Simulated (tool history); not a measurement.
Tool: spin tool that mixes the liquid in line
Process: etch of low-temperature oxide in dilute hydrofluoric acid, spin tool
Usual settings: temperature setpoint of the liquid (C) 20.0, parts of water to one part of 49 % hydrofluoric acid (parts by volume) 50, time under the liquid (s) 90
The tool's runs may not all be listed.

| run | hour | temperature setpoint of the liquid (C) | parts of water to one part of 49 % hydrofluoric acid (parts by volume) | time under the liquid (s) | wafers since the last listed run | hours since the thermometer was replaced | hours since the hydrofluoric acid flow meter was replaced | hours since the gauge calibration | read-back film thickness of the low-temperature oxide reference wafer, read on the same gauge (nm) | thickness taken off the low-temperature oxide on a monitor wafer (angstrom) |
|---|---|---|---|---|---|---|---|---|---|---|
| 1 | 0.0 | 20.0 | 50 | 90 | 0 | 1835.2 | 304.2 | 324.6 | 39.21 | 202.2 |
| 2 | 29.6 | 20.0 | 50 | 90 | 254 | 1864.8 | 333.8 | 354.2 | 39.15 | 198.9 |
| 3 | 58.7 | 20.0 | 50 | 90 | 250 | 1893.9 | 362.9 | 383.3 | 39.11 | 201.0 |
| 4 | 98.7 | 20.0 | 50 | 50 | 344 | 1933.9 | 402.9 | 423.3 | 39.08 | 110.9 |
| 5 | 112.8 | 20.0 | 50 | 50 | 121 | 1948.0 | 417.0 | 437.4 | 39.08 | 110.7 |
| 6 | 138.6 | 20.0 | 50 | 50 | 222 | 1973.8 | 442.8 | 463.2 | 39.07 | 111.6 |
| 7 | 174.4 | 20.0 | 50 | 90 | 308 | 2009.6 | 478.6 | 499.0 | 39.03 | 200.4 |
| 8 | 186.9 | 20.0 | 50 | 90 | 107 | 2022.1 | 491.1 | 511.5 | 39.05 | 197.8 |
| 9 | 206.7 | 20.0 | 50 | 90 | 170 | 2041.9 | 510.9 | 531.3 | 39.03 | 200.3 |
| 10 | 225.5 | 18.5 | 35 | 90 | 161 | 2060.7 | 529.7 | 550.1 | 39.02 | 270.4 |
| 11 | 322.0 | 24.5 | 35 | 90 | 830 | 2157.2 | 626.2 | 646.6 | 38.98 | 353.2 |
| 12 | 337.0 | 18.5 | 50 | 90 | 129 | 2172.2 | 641.2 | 661.6 | 38.96 | 188.2 |
| 13 | 434.7 | 20.0 | 50 | 90 | 841 | 2269.9 | 738.9 | 759.3 | 38.95 | 198.6 |
|  | 439.7 | thermometer replaced |
|  | 449.4 | gauge calibrated |
| 14 | 460.1 | 20.0 | 60 | 90 | 210 | 20.4 | 764.3 | 10.7 | 39.96 | 167.7 |
| 15 | 481.0 | 20.0 | 35 | 90 | 179 | 41.3 | 785.2 | 31.6 | 39.88 | 295.9 |
|  | 483.5 | hydrofluoric acid flow meter replaced |
| 16 | 501.6 | 20.0 | 50 | 90 | 168 | 61.9 | 18.1 | 52.2 | 39.80 | 202.0 |
| 17 | 518.1 | 21.5 | 60 | 55 | 142 | 78.4 | 34.6 | 68.7 | 39.73 | 108.0 |
| 18 | 545.5 | 24.5 | 50 | 60 | 235 | 105.8 | 62.0 | 96.1 | 39.62 | 162.3 |
| 19 | 569.1 | 20.0 | 50 | 90 | 203 | 129.4 | 85.6 | 119.7 | 39.56 | 200.5 |
| 20 | 596.5 | 20.0 | 50 | 70 | 235 | 156.8 | 113.0 | 147.1 | 39.48 | 160.0 |
| 21 | 619.8 | 20.0 | 50 | 90 | 200 | 180.1 | 136.3 | 170.4 | 39.43 | 202.3 |

Hidden state at the last listed run before each entry between runs and at the first one after, where it differs:
Between runs 13 and 14: thermometer replaced (hour 439.7); gauge calibrated (hour 449.4)
  gauge reads high (%): -2.62 -> -0.0635
  measured less the result without the state, thickness taken off the low-temperature oxide on a monitor wafer (angstrom): -5.4 -> -0.2
Between runs 15 and 16: hydrofluoric acid flow meter replaced (hour 483.5)
  gauge reads high (%): -0.304 -> -0.522
  measured less the result without the state, thickness taken off the low-temperature oxide on a monitor wafer (angstrom): -0.9 -> -1.0
